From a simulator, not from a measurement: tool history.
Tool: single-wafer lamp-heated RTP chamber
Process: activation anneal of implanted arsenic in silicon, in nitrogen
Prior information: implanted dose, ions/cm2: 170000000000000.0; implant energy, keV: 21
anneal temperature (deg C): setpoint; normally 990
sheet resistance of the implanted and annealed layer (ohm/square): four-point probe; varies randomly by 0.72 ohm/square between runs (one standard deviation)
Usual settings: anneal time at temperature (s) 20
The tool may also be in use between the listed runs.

| run | day | anneal temperature (deg C) | anneal time at temperature (s) | wafers since the last listed run | wafers since the last pyrometer calibration | wafers since the reflector plate was cleaned | hours since the gauge calibration | read-back reference wafer on the same gauge, sheet resistance | sheet resistance of the implanted and annealed layer (ohm/square) |
|---|---|---|---|---|---|---|---|---|---|
| 1 | 0 | 990 | 20 | 0 | 1565 | 3801 | 235.5 | 431.11 | 485.76 |
|  | 0.892 | pyrometer window cleaned and pyrometer calibrated |
| 2 | 0.912 | 990 | 27 | 260 | 8 | 4062 | 257.4 | 431.31 | 483.15 |
| 3 | 0.962 | 990 | 27 | 22 | 31 | 4084 | 258.6 | 431.35 | 484.45 |
| 4 | 1.233 | 990 | 27 | 121 | 153 | 4206 | 265.1 | 431.41 | 484.58 |
| 5 | 1.842 | 990 | 20 | 273 | 426 | 4480 | 279.7 | 431.86 | 485.66 |
| 6 | 2.212 | 990 | 20 | 166 | 593 | 4647 | 288.6 | 431.84 | 485.83 |
| 7 | 2.5 | 990 | 20 | 129 | 723 | 4777 | 295.5 | 431.84 | 485.54 |
| 8 | 3.096 | 990 | 20 | 268 | 991 | 5045 | 309.8 | 432.06 | 485.8 |
| 9 | 3.425 | 990 | 20 | 148 | 1139 | 5193 | 317.7 | 432.67 | 487.34 |
|  | 5.292 | pyrometer window cleaned and pyrometer calibrated |
| 10 | 5.675 | 990 | 15 | 862 | 172 | 6056 | 371.7 | 432.51 | 488.93 |
| 11 | 6.1 | 990 | 15 | 191 | 363 | 6247 | 381.9 | 432.93 | 488.27 |
| 12 | 6.433 | 990 | 15 | 150 | 513 | 6397 | 389.9 | 433.21 | 487.71 |
| 13 | 7.092 | 1000 | 20 | 296 | 809 | 6694 | 405.7 | 433.69 | 487.77 |
| 14 | 7.783 | 1000 | 20 | 311 | 1121 | 7005 | 422.3 | 433.79 | 486.92 |
| 15 | 8.158 | 1000 | 20 | 168 | 1290 | 7174 | 431.3 | 433.78 | 486.15 |
| 16 | 8.888 | 990 | 20 | 328 | 1618 | 7502 | 448.8 | 434.07 | 487.87 |
|  | 9.588 | pyrometer window cleaned and pyrometer calibrated |
| 17 | 9.608 | 990 | 20 | 174 | 9 | 7677 | 466.1 | 434.42 | 488.67 |
| 18 | 9.796 | 990 | 20 | 84 | 93 | 7761 | 470.6 | 434.28 | 487.89 |
| 19 | 10.125 | 990 | 15 | 148 | 241 | 7909 | 478.5 | 434.36 | 489.57 |
| 20 | 10.621 | 978 | 26 | 223 | 464 | 8132 | 490.4 | 434.51 | 489.63 |
| 21 | 10.908 | 990 | 20 | 129 | 594 | 8262 | 497.3 | 434.48 | 488.15 |
|  | 11.092 | gauge calibrated |
| 22 | 11.471 | 971 | 20 | 253 | 847 | 8515 | 9.1 | 427.68 | 482.6 |
| 23 | 11.775 | 969 | 9 | 136 | 984 | 8652 | 16.4 | 428.12 | 483.76 |
| 24 | 12.488 | 1000 | 20 | 320 | 1305 | 8973 | 33.5 | 428.4 | 480.51 |
| 25 | 13.025 | 990 | 23 | 241 | 1547 | 9215 | 46.4 | 428.18 | 481.15 |
| 26 | 13.596 | 964 | 20 | 256 | 1804 | 9472 | 60.1 | 428.24 | 484.76 |
|  | 14.075 | pyrometer window cleaned and pyrometer calibrated |
|  | 14.242 | reflector plate cleaned |
| 27 | 14.262 | 963 | 15 | 74 | 8 | 8 | 76.1 | 428.67 | 484.93 |
| 28 | 14.725 | 1014 | 27 | 208 | 216 | 216 | 87.2 | 428.77 | 478.82 |
| 29 | 15.008 | 1004 | 28 | 127 | 344 | 344 | 94 | 428.99 | 478.69 |
| 30 | 15.608 | 990 | 31 | 270 | 614 | 614 | 108.4 | 429.22 | 479.32 |
| 31 | 15.879 | 970 | 20 | 121 | 736 | 736 | 114.9 | 429.15 | 483.14 |
| 32 | 16.371 | 990 | 20 | 221 | 957 | 957 | 126.7 | 429.5 | 482.51 |
| 33 | 16.95 | 982 | 27 | 260 | 1218 | 1218 | 140.6 | 429.41 | 481.29 |
| 34 | 17.358 | 990 | 11 | 183 | 1402 | 1402 | 150.4 | 429.55 | 485 |
|  | 18.504 | pyrometer window cleaned and pyrometer calibrated |
| 35 | 18.525 | 999 | 29 | 375 | 9 | 1777 | 178.4 | 429.97 | 481.63 |
| 36 | 18.908 | 1013 | 29 | 172 | 181 | 1950 | 187.6 | 429.8 | 479.59 |

Selected run-to-run steps in sheet resistance of the implanted and annealed layer (ohm/square), each split into two signed amounts: the part the tool would show with no hidden state at all (from settings, incoming material and random variation), and the remainder, which goes to the hidden state together with any gauge scatter not common to the measured and the hidden-state-free results:
The hidden state here: true wafer temperature minus pyrometer reading, K; wafer temperature error from the tarnished reflector plate, K; gauge reads high (%).
Run 9 -> 10: anneal time at temperature (s) 20 -> 15, pyrometer window cleaned and pyrometer calibrated. sheet resistance of the implanted and annealed layer (ohm/square) +1.59: hidden state +0.83, all else +0.76.
Run 21 -> 22: anneal temperature (deg C) 990 -> 971, gauge calibrated. sheet resistance of the implanted and annealed layer (ohm/square) -5.55: hidden state -7.69, all else +2.14.
Run 27 -> 28: anneal temperature (deg C) 963 -> 1014, anneal time at temperature (s) 15 -> 27. sheet resistance of the implanted and annealed layer (ohm/square) -6.11: hidden state +0.14, all else -6.25.
Run 30 -> 31: anneal temperature (deg C) 990 -> 970, anneal time at temperature (s) 31 -> 20. sheet resistance of the implanted and annealed layer (ohm/square) +3.82: hidden state +0.11, all else +3.71.
Run 34 -> 35: anneal temperature (deg C) 990 -> 999, anneal time at temperature (s) 11 -> 29, pyrometer window cleaned and pyrometer calibrated. sheet resistance of the implanted and annealed layer (ohm/square) -3.37: hidden state +0.4, all else -3.77.
